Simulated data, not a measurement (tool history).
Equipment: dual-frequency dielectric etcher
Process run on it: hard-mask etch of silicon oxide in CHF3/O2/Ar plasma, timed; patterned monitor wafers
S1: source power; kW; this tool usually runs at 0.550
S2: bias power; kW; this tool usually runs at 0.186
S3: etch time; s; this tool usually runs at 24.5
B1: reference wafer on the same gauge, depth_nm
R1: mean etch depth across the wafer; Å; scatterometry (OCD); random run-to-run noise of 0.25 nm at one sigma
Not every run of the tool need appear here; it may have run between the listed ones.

run 1 hour=0.0 | S1=0.550 S2=0.186 S3=24.5 | B1=41.44 | R1=467.3
run 2 hour=99.2 | S1=0.550 S2=0.186 S3=24.5 | B1=41.40 | R1=472.8
-- hour=177.3 wet clean of the chamber
run 3 hour=189.6 | S1=0.550 S2=0.186 S3=24.5 | B1=41.42 | R1=458.9
run 4 hour=227.5 | S1=0.550 S2=0.186 S3=24.5 | B1=41.39 | R1=461.8
run 5 hour=264.7 | S1=0.550 S2=0.186 S3=24.5 | B1=41.38 | R1=456.6
run 6 hour=308.9 | S1=0.550 S2=0.186 S3=24.5 | B1=41.45 | R1=461.2
run 7 hour=376.8 | S1=0.550 S2=0.186 S3=24.5 | B1=41.33 | R1=463.3
run 8 hour=468.4 | S1=0.550 S2=0.186 S3=24.5 | B1=41.46 | R1=470.4
run 9 hour=554.4 | S1=0.550 S2=0.174 S3=22.0 | B1=41.39 | R1=414.0
run 10 hour=639.9 | S1=0.440 S2=0.165 S3=29.5 | B1=41.37 | R1=515.7
run 11 hour=740.2 | S1=0.550 S2=0.186 S3=24.5 | B1=41.32 | R1=480.0
-- hour=773.5 wet clean of the chamber
run 12 hour=821.8 | S1=0.550 S2=0.186 S3=24.5 | B1=41.45 | R1=457.2
-- hour=856.7 gauge calibrated
-- hour=872.7 upper electrode replaced
run 13 hour=891.2 | S1=0.550 S2=0.162 S3=24.5 | B1=41.44 | R1=436.2
-- hour=938.6 bias power generator calibrated
run 14 hour=957.7 | S1=0.600 S2=0.168 S3=24.5 | B1=41.41 | R1=454.9
run 15 hour=1012.1 | S1=0.420 S2=0.198 S3=31.5 | B1=41.33 | R1=571.4
-- hour=1094.2 source power generator calibrated
run 16 hour=1311.6 | S1=0.660 S2=0.171 S3=24.5 | B1=41.40 | R1=484.9
run 17 hour=1399.8 | S1=0.670 S2=0.186 S3=24.5 | B1=41.41 | R1=510.5

How would selected steps in R1 from run to run divide? Give the signed amount a tool lacking its hidden state would still show from settings, what came in and random variation, and the signed amount left for the hidden state, including any gauge scatter that is not in both of the compared results.
The tool's hidden condition here consists of: etch rate over this chamber's usual, %; source power that arrives over what is set, %; bias power that arrives over what is set, %; gauge reads high (%).
Run 11 -> 12: wet clean of the chamber. R1 -22.8 Å: hidden state -21.3, all else -1.5.
Run 14 -> 15: S1 0.600 -> 0.420, S2 0.168 -> 0.198, S3 24.5 -> 31.5. R1 +116.5 Å: hidden state +4.2, all else +112.3.
